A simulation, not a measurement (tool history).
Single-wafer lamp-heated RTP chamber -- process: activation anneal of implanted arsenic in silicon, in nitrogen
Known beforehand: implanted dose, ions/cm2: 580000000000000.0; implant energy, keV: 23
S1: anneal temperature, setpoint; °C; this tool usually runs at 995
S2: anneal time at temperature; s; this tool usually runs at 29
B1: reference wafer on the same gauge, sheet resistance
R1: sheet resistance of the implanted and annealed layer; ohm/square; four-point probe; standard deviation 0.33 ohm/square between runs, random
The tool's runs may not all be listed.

run 1 day=0.000 | S1=995 S2=29 | B1=202.98 | R1=203.40
run 2 day=0.417 | S1=995 S2=29 | B1=202.91 | R1=203.24
run 3 day=1.088 | S1=995 S2=29 | B1=203.08 | R1=203.59
run 4 day=1.471 | S1=995 S2=29 | B1=203.04 | R1=203.19
run 5 day=2.046 | S1=995 S2=29 | B1=203.04 | R1=203.85
run 6 day=2.375 | S1=1008 S2=29 | B1=202.95 | R1=202.12
run 7 day=2.938 | S1=995 S2=29 | B1=203.01 | R1=203.52
run 8 day=3.238 | S1=995 S2=38 | B1=202.92 | R1=201.85
run 9 day=3.858 | S1=995 S2=38 | B1=203.01 | R1=201.58
run 10 day=4.400 | S1=995 S2=38 | B1=203.01 | R1=201.89
run 11 day=4.679 | S1=995 S2=29 | B1=202.97 | R1=203.12
run 12 day=5.371 | S1=995 S2=29 | B1=202.97 | R1=202.93
run 13 day=5.696 | S1=972 S2=29 | B1=202.96 | R1=206.42
-- day=6.242 reflector plate cleaned
run 14 day=7.742 | S1=972 S2=29 | B1=202.94 | R1=205.72
run 15 day=8.025 | S1=1008 S2=29 | B1=203.13 | R1=201.06
run 16 day=8.558 | S1=978 S2=45 | B1=203.01 | R1=203.14
run 17 day=9.167 | S1=968 S2=46 | B1=203.02 | R1=204.18
run 18 day=9.429 | S1=1005 S2=12 | B1=203.00 | R1=206.93
run 19 day=9.896 | S1=1012 S2=39 | B1=203.11 | R1=197.90
run 20 day=11.112 | S1=995 S2=29 | B1=203.06 | R1=202.33
run 21 day=11.829 | S1=995 S2=29 | B1=203.01 | R1=201.97
-- day=12.175 gauge calibrated
run 22 day=12.438 | S1=1017 S2=16 | B1=203.01 | R1=202.85
run 23 day=12.692 | S1=972 S2=17 | B1=203.02 | R1=209.05
run 24 day=12.979 | S1=995 S2=29 | B1=202.98 | R1=202.04
run 25 day=13.312 | S1=984 S2=42 | B1=202.92 | R1=201.27
run 26 day=14.525 | S1=981 S2=17 | B1=202.98 | R1=207.58
-- day=14.904 pyrometer window cleaned and pyrometer calibrated
run 27 day=15.233 | S1=995 S2=22 | B1=203.03 | R1=205.81
run 28 day=15.562 | S1=1022 S2=15 | B1=203.00 | R1=204.27
run 29 day=15.833 | S1=1005 S2=29 | B1=203.07 | R1=202.58
run 30 day=16.108 | S1=967 S2=15 | B1=202.99 | R1=211.31
run 31 day=16.404 | S1=995 S2=29 | B1=203.02 | R1=204.11
run 32 day=16.904 | S1=977 S2=29 | B1=203.03 | R1=207.26
run 33 day=17.321 | S1=995 S2=29 | B1=202.98 | R1=204.29
run 34 day=17.579 | S1=970 S2=12 | B1=203.01 | R1=212.10
run 35 day=18.675 | S1=995 S2=36 | B1=203.00 | R1=203.03
run 36 day=19.054 | S1=1022 S2=24 | B1=203.01 | R1=201.20
run 37 day=19.704 | S1=982 S2=46 | B1=202.98 | R1=203.18
run 38 day=20.433 | S1=976 S2=22 | B1=202.98 | R1=208.47

3 options for the next run, each taken on its own from the tool as it stands now. Forecast them:
run A day=20.450 | S1=995 S2=29 | B1=? | R1=?
run B day=20.450 | S1=972 S2=41 | B1=? | R1=?
run C day=20.450 | S1=971 S2=13 | B1=? | R1=?

run=A B1=203.05 R1=203.89
run=B B1=203.05 R1=205.35
run=C B1=203.05 R1=211.51
Had the tool no hidden state, the same runs would have come out as:
run=A R1=204.15
run=B R1=205.61
run=C R1=211.69
